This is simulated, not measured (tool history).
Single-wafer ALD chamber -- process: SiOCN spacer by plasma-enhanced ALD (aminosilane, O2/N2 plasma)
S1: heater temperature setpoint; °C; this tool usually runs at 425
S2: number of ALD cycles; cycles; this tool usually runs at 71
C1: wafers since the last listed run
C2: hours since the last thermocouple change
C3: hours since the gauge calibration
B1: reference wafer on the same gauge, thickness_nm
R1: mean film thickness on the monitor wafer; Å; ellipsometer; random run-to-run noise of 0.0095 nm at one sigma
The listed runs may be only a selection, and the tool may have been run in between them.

run   hour   S1  S2   C1      C2     C3     B1     R1
  1    0.0  425  75    0  2624.9  156.6  4.520  40.53
  2   11.8  425  71   58  2636.7  168.4  4.522  38.13
  3   22.0  425  71   50  2646.9  178.6  4.523  38.25
  4   35.0  425  71   64  2659.9  191.6  4.521  38.14
  5   42.6  425  71   37  2667.5  199.2  4.529  38.16
  6   53.2  422  71   52  2678.1  209.8  4.529  38.60
  7   70.2  422  71   84  2695.1  226.8  4.529  38.57
  8   87.7  422  71   87  2712.6  244.3  4.534  38.65
  9   99.6  425  80   59  2724.5  256.2  4.536  43.28
 10  106.2  425  80   32  2731.1  262.8  4.541  43.50
 11  122.4  425  80   80  2747.3  279.0  4.544  43.22
 12  136.3  425  71   69  2761.2  292.9  4.548  38.36
 13  145.4  425  71   45  2770.3  302.0  4.549  38.37
 14  159.1  425  71   68  2784.0  315.7  4.552  38.52
 15  172.2  430  78   65  2797.1  328.8  4.560  41.64
 16  183.4  425  71   55  2808.3  340.0  4.563  38.58
 17  199.5  420  71   80  2824.4  356.1  4.568  39.15
 18  206.0  425  71   32  2830.9  362.6  4.569  38.60
 19  217.2  425  63   55  2842.1  373.8  4.574  34.40
     220.3  -- gauge calibrated
     227.8  -- thermocouple changed; heater temperature recalibrated
 20  228.3  414  67   15     0.5    8.0  4.511  37.22
 21  233.7  411  82   26     5.9   13.4  4.510  45.85
 22  241.3  425  83   37    13.5   21.0  4.511  44.43
 23  248.2  410  71   34    20.4   27.9  4.512  39.92
 24  261.1  425  71   64    33.3   40.8  4.513  38.21
 25  314.8  425  64  268    87.0   94.5  4.514  34.29
 26  326.8  435  77   59    99.0  106.5  4.517  40.17
 27  342.1  425  71   76   114.3  121.8  4.517  38.18

What if the next run were any one of these 4? Each begins from the tool's condition after run 27:
  A  342.6  425  71   2  114.8  122.3   ?   ?
  B  342.6  431  59   2  114.8  122.3   ?   ?
  C  342.6  434  71   2  114.8  122.3   ?   ?
  D  342.6  431  71   2  114.8  122.3   ?   ?

run     B1     R1
  A  4.520  38.34
  B  4.520  31.26
  C  4.520  37.26
  D  4.520  37.62
What these runs would have given with no unlogged condition in the tool:
run     R1
  A  38.27
  B  31.20
  C  37.19
  D  37.55
